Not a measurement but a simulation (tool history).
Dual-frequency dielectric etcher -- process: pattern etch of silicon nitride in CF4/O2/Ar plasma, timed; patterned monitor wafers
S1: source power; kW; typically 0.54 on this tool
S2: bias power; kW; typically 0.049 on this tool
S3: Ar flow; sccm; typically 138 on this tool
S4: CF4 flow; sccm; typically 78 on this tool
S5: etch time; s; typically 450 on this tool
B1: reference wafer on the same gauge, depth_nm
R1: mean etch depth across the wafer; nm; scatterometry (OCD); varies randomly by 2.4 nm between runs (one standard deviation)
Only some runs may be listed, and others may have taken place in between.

run,day,S1,S2,S3,S4,S5,B1,R1
1,0,0.54,0.049,138,78,450,692.3,738
2,4.083,0.54,0.049,138,78,450,691.6,741.5
3,6.446,0.54,0.049,138,78,379.5,691.9,618.5
4,8.083,0.65,0.049,138,78,450,692.2,859.4
5,12.158,0.54,0.046,138,68,509,692,785.5
6,14.808,0.54,0.049,138,78,450,692.9,732.1
7,18.158,0.54,0.049,138,78,450,692,733.8
8,20.217,0.67,0.049,138,78,450,691.4,874.4
# day 21.867: CF4 flow controller replaced
# day 22.317: wet clean of the chamber
# day 23.704: gauge calibrated
9,32.362,0.54,0.049,138,78,450,691.8,733.5
10,35.321,0.54,0.049,138,78,450,692.4,730.9
11,39.35,0.54,0.049,160,78,450,692.3,716.1
12,41.162,0.46,0.06,138,60,450,691.2,696.5
13,43.938,0.62,0.049,138,78,328.5,692.1,594.2
14,45.804,0.5,0.049,138,68,487.5,691.8,730.9
15,48.321,0.68,0.056,138,78,450,691.8,941.9
# day 51.671: wet clean of the chamber
16,51.962,0.46,0.056,138,78,450,692.3,687.2
# day 54.196: source power generator calibrated
# day 59.917: Ar flow controller replaced
17,64.008,0.54,0.039,138,91,450,691.3,655.3
18,68.354,0.54,0.049,138,59,397.5,692.1,620.8
19,72.783,0.54,0.049,138,78,450,691.9,728.6
20,75.517,0.54,0.049,152,87,500,692.2,809.7
21,80.95,0.47,0.059,124,78,450,692.2,727
# day 84.188: wet clean of the chamber
22,84.812,0.54,0.049,138,78,450,691.3,726.5

Predict each of these 3 candidate next runs independently; none follows another, all start after run 22:
A,84.833,0.54,0.049,138,78,450,?,?
B,84.833,0.59,0.043,106,72,450,?,?
C,84.833,0.54,0.049,150,78,450,?,?

run,B1,R1
A,691.4,725.3
B,691.4,742.5
C,691.4,717.6
Had the tool no hidden state, the same runs would have come out as:
run,R1
A,736.4
B,753.2
C,728.7

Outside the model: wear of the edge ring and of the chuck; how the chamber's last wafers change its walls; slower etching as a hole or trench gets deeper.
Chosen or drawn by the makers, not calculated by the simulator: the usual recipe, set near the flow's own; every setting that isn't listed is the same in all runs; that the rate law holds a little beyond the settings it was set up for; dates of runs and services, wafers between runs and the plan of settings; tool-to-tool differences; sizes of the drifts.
